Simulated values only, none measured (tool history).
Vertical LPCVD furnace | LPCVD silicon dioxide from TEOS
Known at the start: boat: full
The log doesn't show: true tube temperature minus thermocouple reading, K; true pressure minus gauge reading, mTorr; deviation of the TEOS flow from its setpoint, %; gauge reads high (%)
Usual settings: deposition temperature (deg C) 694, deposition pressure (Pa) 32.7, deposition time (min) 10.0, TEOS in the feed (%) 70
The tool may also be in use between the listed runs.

| run | hour | deposition temperature (deg C) | deposition pressure (Pa) | deposition time (min) | TEOS in the feed (%) | wafers since the last listed run | hours since the last temperature calibration | hours since the pressure gauge was zeroed | hours since the TEOS flow controller was replaced | hours since the gauge calibration | read-back reference wafer on the same gauge, thickness | film thickness on the monitor wafer in the middle of the boat (Å) |
|---|---|---|---|---|---|---|---|---|---|---|---|---|
| 1 | 0.0 | 694 | 30.7 | 10.0 | 70 | 0 | 3175.0 | 1800.0 | 2096.2 | 446.3 | 67.12 | 642.3 |
| 2 | 37.6 | 694 | 30.7 | 10.0 | 70 | 866 | 3212.6 | 1837.6 | 2133.8 | 483.9 | 67.08 | 644.1 |
| 3 | 62.6 | 694 | 32.7 | 10.0 | 70 | 576 | 3237.6 | 1862.6 | 2158.8 | 508.9 | 67.09 | 666.2 |
| 4 | 99.3 | 701 | 32.7 | 10.0 | 70 | 846 | 3274.3 | 1899.3 | 2195.5 | 545.6 | 67.10 | 785.1 |
| 5 | 132.5 | 701 | 32.7 | 10.0 | 70 | 765 | 3307.5 | 1932.5 | 2228.7 | 578.8 | 67.11 | 789.0 |
| 6 | 172.9 | 694 | 32.7 | 10.0 | 70 | 931 | 3347.9 | 1972.9 | 2269.1 | 619.2 | 67.11 | 673.6 |
|  | 218.2 | TEOS flow controller replaced |
| 7 | 221.7 | 694 | 32.7 | 10.0 | 70 | 571 | 3396.7 | 2021.7 | 3.5 | 668.0 | 67.10 | 672.2 |

Forecast run 8:
|  | 269.0 | thermocouples replaced and temperature profile calibrated |
|  | 269.2 | gauge calibrated |
| 8 | 269.5 | 684 | 26.7 | 12.5 | 61 | 548 | 0.5 | 2069.5 | 51.3 | 0.3 | ? | ? |

read-back reference wafer on the same gauge, thickness: 67.10
film thickness on the monitor wafer in the middle of the boat (Å): 502.0
Without the tool's hidden state the same run would have given film thickness on the monitor wafer in the middle of the boat (Å) 499.2.

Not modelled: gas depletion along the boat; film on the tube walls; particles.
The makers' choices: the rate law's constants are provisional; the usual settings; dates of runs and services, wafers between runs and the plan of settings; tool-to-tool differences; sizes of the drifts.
